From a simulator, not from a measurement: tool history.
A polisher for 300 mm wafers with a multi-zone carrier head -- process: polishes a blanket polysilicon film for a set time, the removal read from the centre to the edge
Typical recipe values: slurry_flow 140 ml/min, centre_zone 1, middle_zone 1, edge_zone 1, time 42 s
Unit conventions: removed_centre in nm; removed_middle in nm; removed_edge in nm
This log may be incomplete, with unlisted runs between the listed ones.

| run | hour | slurry_flow | centre_zone | middle_zone | edge_zone | time | wafers since the last listed run | wafers polished on this pad | hours since the slurry nozzle was cleaned | hours since the centre zone pressure was calibrated | hours since the edge zone pressure was calibrated | hours since the carrier head's membrane was replaced | incoming thickness of the incoming film, nm | removed_centre | removed_middle | removed_edge |
|---|---|---|---|---|---|---|---|---|---|---|---|---|---|---|---|---|
| 1 | 0 | 140 | 1 | 1 | 1 | 42 | 0 | 170 | 24.3 | 648.3 | 777.8 | 707.4 | 1029.4 | 448.9 | 444.1 | 450 |
| 2 | 71.5 | 140 | 1 | 1 | 1 | 42 | 562 | 732 | 95.8 | 719.8 | 849.3 | 778.9 | 1041.5 | 445.4 | 441.4 | 448.6 |
|  | 112.4 | carrier head's membrane replaced by a new one |
| 3 | 113 | 140 | 0.93 | 1 | 1 | 42 | 287 | 1019 | 137.3 | 761.3 | 890.8 | 0.6 | 1035.9 | 419 | 442.1 | 450.6 |
| 4 | 179.4 | 140 | 0.93 | 1 | 1 | 42 | 522 | 1542 | 203.7 | 827.7 | 957.2 | 67 | 1039.8 | 417.3 | 440.9 | 446.1 |
|  | 198.1 | worn pad replaced by a new one |
| 5 | 236.3 | 140 | 0.93 | 1 | 1 | 42 | 416 | 300 | 260.6 | 884.6 | 1014.1 | 123.9 | 1025.4 | 419 | 445.7 | 451.5 |
| 6 | 286 | 140 | 1 | 1 | 1 | 42 | 391 | 691 | 310.3 | 934.3 | 1063.8 | 173.6 | 1031.2 | 449.2 | 435.7 | 449.1 |
| 7 | 337.4 | 140 | 1 | 1 | 1 | 42 | 404 | 1095 | 361.7 | 985.7 | 1115.2 | 225 | 1032.3 | 452.1 | 435.4 | 446.5 |
|  | 367.4 | slurry nozzle cleaned |
| 8 | 393.2 | 140 | 1 | 1 | 1 | 42 | 431 | 1526 | 25.8 | 1041.5 | 1171 | 280.8 | 1035.2 | 447.2 | 443.4 | 449.3 |
|  | 439.9 | centre zone pressure recalibrated |
|  | 445.3 | worn pad replaced by a new one |
| 9 | 454.7 | 140 | 1 | 1 | 1 | 42 | 436 | 74 | 87.3 | 14.8 | 1232.5 | 342.3 | 1055.9 | 449 | 442.3 | 447.6 |
| 10 | 508.6 | 140 | 1 | 1 | 1 | 42 | 424 | 498 | 141.2 | 68.7 | 1286.4 | 396.2 | 1039.1 | 454.1 | 442.9 | 456.8 |
| 11 | 547.4 | 140 | 1 | 1 | 1 | 42 | 305 | 803 | 180 | 107.5 | 1325.2 | 435 | 1036.6 | 445.2 | 433.1 | 447.5 |
|  | 576.6 | edge zone pressure recalibrated |
| 12 | 618.5 | 120 | 1 | 1 | 1 | 42 | 543 | 1347 | 251.1 | 178.6 | 41.9 | 506.1 | 1039 | 436.1 | 430.9 | 439.1 |
|  | 632.7 | worn pad replaced by a new one |
| 13 | 675.2 | 140 | 1 | 0.95 | 0.95 | 42 | 414 | 334 | 307.8 | 235.3 | 98.6 | 562.8 | 1038 | 452.2 | 425.1 | 438.4 |
| 14 | 745.5 | 140 | 1 | 1 | 1 | 42 | 553 | 887 | 378.1 | 305.6 | 168.9 | 633.1 | 1025.7 | 448.4 | 442.4 | 446.8 |
|  | 759 | slurry nozzle cleaned |
| 15 | 781.3 | 140 | 1.04 | 1 | 1 | 42 | 273 | 1161 | 22.3 | 341.4 | 204.7 | 668.9 | 1031.2 | 465.6 | 439.4 | 447.3 |
|  | 841.5 | carrier head's membrane replaced by a new one |
| 16 | 849.7 | 140 | 1 | 1 | 1 | 42 | 498 | 1660 | 90.7 | 409.8 | 273.1 | 8.2 | 1053.2 | 447.2 | 440.1 | 452.6 |
|  | 855.8 | worn pad replaced by a new one |
| 17 | 882.3 | 140 | 1.1 | 1 | 1 | 49 | 225 | 208 | 123.3 | 442.4 | 305.7 | 40.8 | 1061.7 | 570.6 | 516.3 | 525.3 |
| 18 | 945.8 | 190 | 0.94 | 1 | 1 | 42 | 499 | 708 | 186.8 | 505.9 | 369.2 | 104.3 | 1054.5 | 448.7 | 468 | 464.7 |
| 19 | 1050.2 | 140 | 1 | 0.94 | 1 | 42 | 821 | 1529 | 291.2 | 610.3 | 473.6 | 208.7 | 1036.4 | 450.5 | 426.8 | 451.8 |
|  | 1077.1 | worn pad replaced by a new one |
| 20 | 1095.3 | 140 | 1 | 1 | 1 | 42 | 323 | 142 | 336.3 | 655.4 | 518.7 | 253.8 | 1043.5 | 452.7 | 442.8 | 447.4 |

Here are 5 independent what-if runs from the current tool condition. What would each one return?
| A | 1095.7 | 140 | 1 | 0.97 | 1 | 42 | 3 | 146 | 336.7 | 655.8 | 519.1 | 254.2 | 1029 | ? | ? | ? |
| B | 1095.7 | 140 | 0.94 | 1 | 0.92 | 29 | 3 | 146 | 336.7 | 655.8 | 519.1 | 254.2 | 1029 | ? | ? | ? |
| C | 1095.7 | 140 | 1.06 | 1 | 1.05 | 34 | 3 | 146 | 336.7 | 655.8 | 519.1 | 254.2 | 1029 | ? | ? | ? |
| D | 1095.7 | 140 | 1 | 1 | 1 | 53 | 3 | 146 | 336.7 | 655.8 | 519.1 | 254.2 | 1029 | ? | ? | ? |
| E | 1095.7 | 140 | 1 | 1 | 1.03 | 42 | 3 | 146 | 336.7 | 655.8 | 519.1 | 254.2 | 1029 | ? | ? | ? |

| run | removed_centre | removed_middle | removed_edge |
|---|---|---|---|
| A | 452.6 | 439.3 | 445.7 |
| B | 293.7 | 311.3 | 297.7 |
| C | 388.6 | 364.7 | 367.9 |
| D | 571.2 | 568.8 | 562.3 |
| E | 452.7 | 450.7 | 450.9 |
Take away the tool's hidden state, keep each run's random variation, and the runs would have read:
| run | removed_centre | removed_middle | removed_edge |
|---|---|---|---|
| A | 452.6 | 439.3 | 445.7 |
| B | 293.7 | 311.3 | 297.7 |
| C | 388.6 | 364.7 | 367.9 |
| D | 571.2 | 568.8 | 562.3 |
| E | 452.7 | 450.7 | 450.9 |
